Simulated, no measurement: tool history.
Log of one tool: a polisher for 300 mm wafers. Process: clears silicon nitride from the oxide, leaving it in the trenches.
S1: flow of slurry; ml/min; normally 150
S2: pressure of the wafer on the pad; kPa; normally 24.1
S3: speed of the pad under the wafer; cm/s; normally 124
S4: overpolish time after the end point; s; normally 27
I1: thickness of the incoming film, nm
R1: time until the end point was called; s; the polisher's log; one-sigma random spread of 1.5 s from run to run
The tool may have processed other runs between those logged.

Run 1, hour 0: usual settings but S4 22 s; I1 116. Result: R1 98.5 s.
Run 2, hour 7.4: usual settings but S4 22 s; I1 115.2. Result: R1 104.6 s.
Run 3, hour 18.4: usual settings but S2 29 kPa; I1 114.2. Result: R1 84.7 s.
At hour 30.6: worn pad replaced by a new one.
Run 4, hour 31.1: usual settings but S2 29 kPa; I1 116.6. Result: R1 81.6 s.
Run 5, hour 36.3: usual settings but S2 29 kPa; I1 115.9. Result: R1 78.2 s.
Run 6, hour 44: usual settings but S2 26.9 kPa; I1 115.6. Result: R1 86.1 s.
Run 7, hour 52.3: usual settings but S2 26.9 kPa; I1 115. Result: R1 85.1 s.
Run 8, hour 62.2: usual settings but S1 170 ml/min; I1 113.4. Result: R1 93.7 s.
Run 9, hour 75.7: usual settings but S1 170 ml/min; I1 116.3. Result: R1 97.3 s.
Run 10, hour 89.5: usual settings but S3 102 cm/s; I1 114.3. Result: R1 107.4 s.
Run 11, hour 100.6: usual settings but S1 190 ml/min; I1 115.5. Result: R1 96.7 s.
Run 12, hour 107: usual settings but S1 190 ml/min; I1 116. Result: R1 98.6 s.
Run 13, hour 117.3: usual settings but S1 190 ml/min; I1 114.7. Result: R1 96.1 s.
Run 14, hour 130.4: usual settings but S1 185 ml/min, S2 21.4 kPa; I1 114.7. Result: R1 110.8 s.
Run 15, hour 139.2: usual settings but S1 185 ml/min, S2 21.4 kPa; I1 112.5. Result: R1 113.1 s.
Run 16, hour 157.1: usual settings but S1 185 ml/min, S2 21.4 kPa; I1 116.1. Result: R1 117.7 s.
At hour 165: worn pad replaced by a new one.
Run 17, hour 165.5: usual settings but S2 29 kPa, S3 156 cm/s; I1 113.4. Result: R1 66.1 s.
Run 18, hour 178.9: usual settings but S2 26.2 kPa, S3 156 cm/s; I1 116.2. Result: R1 76 s.
Run 19, hour 193.6: usual settings but S1 130 ml/min, S2 27.6 kPa, S4 13 s; I1 115.3. Result: R1 87.3 s.
Run 20, hour 208.7: usual settings but S1 195 ml/min, S2 29.6 kPa, S3 162 cm/s, S4 17 s; I1 115.7. Result: R1 64.9 s.
Run 21, hour 214.7: usual settings but S2 26.9 kPa; I1 113.8. Result: R1 85.5 s.
Run 22, hour 226.4: usual settings but S1 110 ml/min, S2 22.1 kPa, S3 88 cm/s, S4 13 s; I1 116. Result: R1 139.5 s.
At hour 267.8: slurry nozzle cleaned.
At hour 268.9: head pressure recalibrated.
Run 23, hour 278.2: usual settings but S2 29.6 kPa; I1 112.7. Result: R1 82.6 s.
Run 24, hour 284.9: usual settings but S1 170 ml/min, S3 92 cm/s; I1 114. Result: R1 119.7 s.
Run 25, hour 292.6: usual settings but S1 110 ml/min, S4 37 s; I1 115.1. Result: R1 111.8 s.
Run 26, hour 302.5: usual settings but S3 92 cm/s; I1 115.1. Result: R1 128.6 s.
At hour 307.1: worn pad replaced by a new one.
Run 27, hour 321.4: usual settings but S1 130 ml/min, S2 29.6 kPa, S3 156 cm/s, S4 41 s; I1 114.8. Result: R1 69.4 s.
Run 28, hour 327.8: usual settings; I1 114.3. Result: R1 95.7 s.
Run 29, hour 343.6: usual settings but S1 135 ml/min, S2 30.3 kPa, S3 156 cm/s; I1 114. Result: R1 64.1 s.
Run 30, hour 361.5: usual settings but S1 110 ml/min, S4 13 s; I1 116.6. Result: R1 105.1 s.
Run 31, hour 372.8: usual settings but S1 120 ml/min, S2 28.3 kPa, S3 96 cm/s, S4 35 s; I1 113.2. Result: R1 99.4 s.
Run 32, hour 420.3: usual settings but S2 20.7 kPa, S4 34 s; I1 113.8. Result: R1 120.3 s.
Run 33, hour 433.6: usual settings; I1 114.4. Result: R1 107.2 s.

Forecast each of these 4 alternatives for the next run:
Run A, hour 434.1: usual settings but S2 27.6 kPa; I1 114.1. Result: R1 ?.
Run B, hour 434.1: usual settings but S1 185 ml/min; I1 114.1. Result: R1 ?.
Run C, hour 434.1: usual settings but S1 105 ml/min, S2 17.2 kPa, S3 98 cm/s, S4 15 s; I1 114.1. Result: R1 ?.
Run D, hour 434.1: usual settings but S1 170 ml/min, S2 16.5 kPa, S3 90 cm/s, S4 17 s; I1 114.1. Result: R1 ?.

run     R1
  A   94.6
  B  105.1
  C  184.1
  D  186.5
Without the tool's unlogged condition, the same runs would have read:
run     R1
  A   82.4
  B   91.5
  C  160.3
  D  162.4
